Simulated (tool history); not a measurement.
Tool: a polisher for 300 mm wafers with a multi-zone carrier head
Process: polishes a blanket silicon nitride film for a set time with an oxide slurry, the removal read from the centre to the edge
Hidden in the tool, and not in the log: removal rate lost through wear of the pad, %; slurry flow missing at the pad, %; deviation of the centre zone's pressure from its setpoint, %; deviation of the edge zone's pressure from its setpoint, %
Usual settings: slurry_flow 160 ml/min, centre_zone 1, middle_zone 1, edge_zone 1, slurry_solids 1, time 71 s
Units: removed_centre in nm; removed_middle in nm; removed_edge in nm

run   hour  slurry_flow  centre_zone  middle_zone  edge_zone  slurry_solids  time  wafers since the last listed run  wafers polished on this pad  hours since the slurry nozzle was cleaned  hours since the centre zone pressure was calibrated  hours since the edge zone pressure was calibrated  hours since the carrier head's membrane was replaced  incoming thickness of the incoming film, nm  removed_centre  removed_middle  removed_edge
  1      0          160            1            1          1              1    71                                 0                          680                                      189.7                                               1087.9                                                 56                                                 133.4                                        342.3            39.3            38.6          37.9
  2   22.9          120            1            1       0.96              1    71                               278                          958                                      212.6                                               1110.8                                               78.9                                                 156.3                                        337.9            36.2              37          36.3
  3     55          160         1.07         0.97       0.89              1    58                               389                         1348                                      244.7                                               1142.9                                                111                                                 188.4                                        336.5            33.1            30.6          29.4
  4   70.3          160         1.07         0.97       0.89              1    58                               185                         1534                                        260                                               1158.2                                              126.3                                                 203.7                                        339.8            33.1            31.1          28.6
  5   99.1          105            1            1       1.09           1.25    71                               349                         1883                                      288.8                                                 1187                                              155.1                                                 232.5                                        342.2            38.3              39          41.2
  6  117.4          160         0.93            1          1           0.85    71                               222                         2105                                      307.1                                               1205.3                                              173.4                                                 250.8                                        343.3            31.5            34.9          32.5
  7  133.6          160            1            1          1              1    57                               196                         2302                                      323.3                                               1221.5                                              189.6                                                   267                                        339.2              30            30.2          29.3
     158.8  -- worn pad replaced by a new one
  8    165          205            1            1          1           1.25    71                               332                           75                                      354.7                                               1252.9                                                221                                                 298.4                                        346.1              48            48.2          46.9
     191.4  -- centre zone pressure recalibrated
  9  199.2          160            1            1       0.91              1    71                               390                          466                                      388.9                                                  7.8                                              255.2                                                 332.6                                        341.6            39.8            39.7          36.5
 10  230.9          160            1            1          1              1    84                               384                          850                                      420.6                                                 39.5                                              286.9                                                 364.3                                        340.4            45.6            46.2          44.3
     246.9  -- slurry nozzle cleaned
 11  248.1          160            1            1          1              1    71                               196                         1047                                        1.2                                                 56.7                                              304.1                                                 381.5                                        334.1            38.6            38.8          37.5
 12  265.9          160            1         0.92        1.1              1    71                               216                         1263                                         19                                                 74.5                                              321.9                                                 399.3                                        344.9            38.5              37          39.1
 13  281.2          195         1.08            1          1              1    71                               185                         1449                                       34.3                                                 89.8                                              337.2                                                 414.6                                        335.7            43.1              39          38.3
 14    317          130            1         0.96          1            1.1    96                               434                         1884                                       70.1                                                125.6                                                373                                                 450.4                                        339.2              52            50.4          51.3
 15  329.5          205         0.94            1          1              1    71                               151                         2036                                       82.6                                                138.1                                              385.5                                                 462.9                                          341            37.4            39.5          37.7
 16  342.1          105         1.09          0.9          1              1    86                               152                         2189                                       95.2                                                150.7                                              398.1                                                 475.5                                        339.7            43.7            38.6          41.9
     369.6  -- worn pad replaced by a new one
 17  372.8          160            1            1          1              1    71                               324                           39                                      125.9                                                181.4                                              428.8                                                 506.2                                        333.2            40.9            42.6          39.7
     397.3  -- edge zone pressure recalibrated
 18  403.2          160            1         0.92          1              1    71                               344                          383                                      156.3                                                211.8                                                5.9                                                 536.6                                        337.8              40            37.8          39.2
 19  434.8          160            1            1       0.93              1    71                               383                          767                                      187.9                                                243.4                                               37.5                                                 568.2                                        335.2            38.9            38.4          36.2
 20  448.5          160            1         1.07       1.11              1    71                               166                          933                                      201.6                                                257.1                                               51.2                                                 581.9                                        337.3            38.6            41.2          39.5
 21  474.4          160            1            1          1              1    71                               314                         1248                                      227.5                                                  283                                               77.1                                                 607.8                                        337.2            37.7            38.6            37

Hidden state at the last listed run before each entry between runs and at the first one after, where it differs:
Between runs 7 and 8: worn pad replaced by a new one (hour 158.8)
  removal rate lost through wear of the pad, %: 8.76 -> 0.943
  measured less the result without the state, removed_centre: -2.9 -> -0.5 nm; removed_middle: -2.8 -> -0.4 nm; removed_edge: -2.8 -> -0.4 nm
Between runs 8 and 9: centre zone pressure recalibrated (hour 191.4)
  removal rate lost through wear of the pad, %: 0.943 -> 4.24
  measured less the result without the state, removed_centre: -0.5 -> -1.8 nm; removed_middle: -0.4 -> -1.7 nm; removed_edge: -0.4 -> -1.6 nm
Between runs 10 and 11: slurry nozzle cleaned (hour 246.9)
  removal rate lost through wear of the pad, %: 6.11 -> 6.82
  measured less the result without the state, removed_centre: -3 -> -2.8 nm; removed_middle: -3 -> -2.8 nm; removed_edge: -2.9 -> -2.7 nm
Between runs 16 and 17: worn pad replaced by a new one (hour 369.6)
  removal rate lost through wear of the pad, %: 8.64 -> 0.478
  measured less the result without the state, removed_centre: -4.2 -> -0.1 nm; removed_middle: -3.7 -> -0.2 nm; removed_edge: -4 -> -0.2 nm
Between runs 17 and 18: edge zone pressure recalibrated (hour 397.3)
  removal rate lost through wear of the pad, %: 0.478 -> 3.62
  measured less the result without the state, removed_centre: -0.1 -> -1.5 nm; removed_middle: -0.2 -> -1.4 nm; removed_edge: -0.2 -> -1.4 nm

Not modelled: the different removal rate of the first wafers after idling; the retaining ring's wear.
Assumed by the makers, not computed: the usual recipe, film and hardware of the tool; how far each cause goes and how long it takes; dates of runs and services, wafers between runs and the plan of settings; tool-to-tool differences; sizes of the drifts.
